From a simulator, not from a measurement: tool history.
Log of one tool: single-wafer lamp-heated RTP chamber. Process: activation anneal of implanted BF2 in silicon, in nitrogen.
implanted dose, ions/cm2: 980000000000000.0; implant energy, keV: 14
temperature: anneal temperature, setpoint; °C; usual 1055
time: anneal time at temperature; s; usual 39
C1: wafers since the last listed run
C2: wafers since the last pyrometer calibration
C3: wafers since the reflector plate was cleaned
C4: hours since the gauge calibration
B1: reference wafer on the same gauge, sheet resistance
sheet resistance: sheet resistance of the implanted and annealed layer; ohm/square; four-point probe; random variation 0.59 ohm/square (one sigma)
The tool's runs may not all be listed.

{"run": 1, "hour": 0.0, "temperature": 1055, "time": 39, "C1": 0, "C2": 1565, "C3": 4286, "C4": 4083.9, "B1": 136.07, "sheet resistance": 148.22}
{"run": 2, "hour": 94.6, "temperature": 1055, "time": 39, "C1": 1151, "C2": 2716, "C3": 5437, "C4": 4178.5, "B1": 135.98, "sheet resistance": 146.68}
{"run": 3, "hour": 173.7, "temperature": 1055, "time": 39, "C1": 962, "C2": 3678, "C3": 6399, "C4": 4257.6, "B1": 136.01, "sheet resistance": 147.08}
{"run": 4, "hour": 224.5, "temperature": 1041, "time": 39, "C1": 618, "C2": 4296, "C3": 7018, "C4": 4308.4, "B1": 135.96, "sheet resistance": 157.51}
{"run": 5, "hour": 325.1, "temperature": 1055, "time": 39, "C1": 1224, "C2": 5521, "C3": 8242, "C4": 4409.0, "B1": 136.06, "sheet resistance": 146.46}
{"run": 6, "hour": 421.6, "temperature": 1055, "time": 39, "C1": 1174, "C2": 6695, "C3": 9416, "C4": 4505.5, "B1": 136.12, "sheet resistance": 147.1}
{"hour": 466.6, "done": "reflector plate cleaned"}
{"hour": 643.0, "done": "pyrometer window cleaned and pyrometer calibrated"}
{"run": 7, "hour": 724.3, "temperature": 1055, "time": 39, "C1": 3488, "C2": 989, "C3": 3038, "C4": 4808.2, "B1": 135.94, "sheet resistance": 143.07}
{"run": 8, "hour": 826.9, "temperature": 1055, "time": 39, "C1": 1248, "C2": 2238, "C3": 4286, "C4": 4910.8, "B1": 136.03, "sheet resistance": 141.62}
{"run": 9, "hour": 901.6, "temperature": 1055, "time": 39, "C1": 908, "C2": 3147, "C3": 5195, "C4": 4985.5, "B1": 136.03, "sheet resistance": 143.35}
{"run": 10, "hour": 1137.2, "temperature": 1055, "time": 39, "C1": 2866, "C2": 6014, "C3": 8062, "C4": 5221.1, "B1": 136.01, "sheet resistance": 141.27}
{"hour": 1142.8, "done": "gauge calibrated"}
{"hour": 1201.9, "done": "reflector plate cleaned, repeated, since the last time left the tool worse"}
{"run": 11, "hour": 1202.4, "temperature": 1068, "time": 39, "C1": 696, "C2": 6710, "C3": 6, "C4": 59.6, "B1": 136.08, "sheet resistance": 140.0}
{"run": 12, "hour": 1270.9, "temperature": 1055, "time": 39, "C1": 833, "C2": 7543, "C3": 839, "C4": 128.1, "B1": 136.0, "sheet resistance": 150.74}
{"hour": 1418.6, "done": "pyrometer window cleaned and pyrometer calibrated"}
{"run": 13, "hour": 1489.9, "temperature": 1083, "time": 27, "C1": 2567, "C2": 867, "C3": 3407, "C4": 347.1, "B1": 136.04, "sheet resistance": 133.48}
{"run": 14, "hour": 1585.9, "temperature": 1074, "time": 45, "C1": 1168, "C2": 2035, "C3": 4575, "C4": 443.1, "B1": 135.96, "sheet resistance": 131.86}
{"run": 15, "hour": 1676.8, "temperature": 1055, "time": 39, "C1": 1106, "C2": 3141, "C3": 5681, "C4": 534.0, "B1": 135.97, "sheet resistance": 148.76}
{"run": 16, "hour": 1771.6, "temperature": 1080, "time": 58, "C1": 1153, "C2": 4295, "C3": 6835, "C4": 628.8, "B1": 135.97, "sheet resistance": 127.44}
{"run": 17, "hour": 1827.7, "temperature": 1055, "time": 39, "C1": 682, "C2": 4977, "C3": 7517, "C4": 684.9, "B1": 136.02, "sheet resistance": 148.22}
{"run": 18, "hour": 1904.3, "temperature": 1055, "time": 23, "C1": 932, "C2": 5909, "C3": 8450, "C4": 761.5, "B1": 135.98, "sheet resistance": 158.82}
{"run": 19, "hour": 1942.3, "temperature": 1047, "time": 39, "C1": 462, "C2": 6372, "C3": 8912, "C4": 799.5, "B1": 136.0, "sheet resistance": 152.94}
{"hour": 1989.7, "done": "reflector plate cleaned"}
{"run": 20, "hour": 2024.7, "temperature": 1030, "time": 25, "C1": 905, "C2": 7277, "C3": 425, "C4": 881.9, "B1": 135.97, "sheet resistance": 178.11}
{"run": 21, "hour": 2107.9, "temperature": 1055, "time": 39, "C1": 1012, "C2": 8289, "C3": 1438, "C4": 965.1, "B1": 135.98, "sheet resistance": 149.63}
{"hour": 2162.6, "done": "pyrometer window cleaned and pyrometer calibrated"}
{"run": 22, "hour": 2181.6, "temperature": 1064, "time": 32, "C1": 799, "C2": 231, "C3": 2237, "C4": 1038.8, "B1": 136.04, "sheet resistance": 146.17}
{"run": 23, "hour": 2276.6, "temperature": 1071, "time": 32, "C1": 1155, "C2": 1387, "C3": 3393, "C4": 1133.8, "B1": 136.06, "sheet resistance": 139.6}
{"run": 24, "hour": 2370.8, "temperature": 1055, "time": 39, "C1": 1146, "C2": 2533, "C3": 4539, "C4": 1228.0, "B1": 136.07, "sheet resistance": 148.05}
{"run": 25, "hour": 2467.2, "temperature": 1083, "time": 39, "C1": 1173, "C2": 3706, "C3": 5712, "C4": 1324.4, "B1": 135.96, "sheet resistance": 128.3}
{"run": 26, "hour": 2530.8, "temperature": 1055, "time": 39, "C1": 773, "C2": 4480, "C3": 6486, "C4": 1388.0, "B1": 135.97, "sheet resistance": 147.57}
{"run": 27, "hour": 2567.1, "temperature": 1055, "time": 39, "C1": 441, "C2": 4922, "C3": 6928, "C4": 1424.3, "B1": 136.05, "sheet resistance": 148.71}
{"run": 28, "hour": 2650.1, "temperature": 1055, "time": 39, "C1": 1009, "C2": 5932, "C3": 7938, "C4": 1507.3, "B1": 136.03, "sheet resistance": 148.18}
{"run": 29, "hour": 2743.2, "temperature": 1055, "time": 23, "C1": 1132, "C2": 7065, "C3": 9071, "C4": 1600.4, "B1": 136.09, "sheet resistance": 156.78}
{"run": 30, "hour": 2793.6, "temperature": 1055, "time": 39, "C1": 613, "C2": 7678, "C3": 9684, "C4": 1650.8, "B1": 135.96, "sheet resistance": 146.36}
{"run": 31, "hour": 2842.6, "temperature": 1075, "time": 51, "C1": 596, "C2": 8274, "C3": 10280, "C4": 1699.8, "B1": 135.94, "sheet resistance": 128.04}
{"hour": 2899.4, "done": "reflector plate cleaned"}
{"run": 32, "hour": 2921.2, "temperature": 1075, "time": 60, "C1": 859, "C2": 9133, "C3": 265, "C4": 1778.4, "B1": 136.01, "sheet resistance": 130.34}
{"run": 33, "hour": 2983.2, "temperature": 1029, "time": 39, "C1": 754, "C2": 9888, "C3": 1019, "C4": 1840.4, "B1": 135.89, "sheet resistance": 166.56}
{"hour": 3066.9, "done": "pyrometer window cleaned and pyrometer calibrated"}
{"run": 34, "hour": 3231.9, "temperature": 1037, "time": 39, "C1": 2928, "C2": 2007, "C3": 3948, "C4": 2089.1, "B1": 135.93, "sheet resistance": 160.45}
{"run": 35, "hour": 3299.9, "temperature": 1080, "time": 39, "C1": 827, "C2": 2835, "C3": 4775, "C4": 2157.1, "B1": 135.98, "sheet resistance": 129.88}
{"run": 36, "hour": 3356.2, "temperature": 1064, "time": 39, "C1": 685, "C2": 3520, "C3": 5460, "C4": 2213.4, "B1": 136.0, "sheet resistance": 140.92}

The tool's hidden state at each run:
true wafer temperature minus pyrometer reading, K: 0 in every run
gauge reads high (%): 0 in every run
H1: wafer temperature error from the tarnished reflector plate, K
run=1 H1=2.3
run=2 H1=2.72
run=3 H1=3.08
run=4 H1=3.3
run=5 H1=3.76
run=6 H1=4.19
run=7 H1=8.28
run=8 H1=8.74
run=9 H1=9.07
run=10 H1=10.1
run=11 H1=0.0539
run=12 H1=0.361
run=13 H1=1.34
run=14 H1=1.78
run=15 H1=2.18
run=16 H1=2.61
run=17 H1=2.86
run=18 H1=3.2
run=19 H1=3.38
run=20 H1=0.248
run=21 H1=0.621
run=22 H1=0.952
run=23 H1=1.38
run=24 H1=1.8
run=25 H1=2.23
run=26 H1=2.52
run=27 H1=2.68
run=28 H1=3.06
run=29 H1=3.47
run=30 H1=3.7
run=31 H1=3.92
run=32 H1=0.39
run=33 H1=0.668
run=34 H1=1.78
run=35 H1=2.09
run=36 H1=2.34
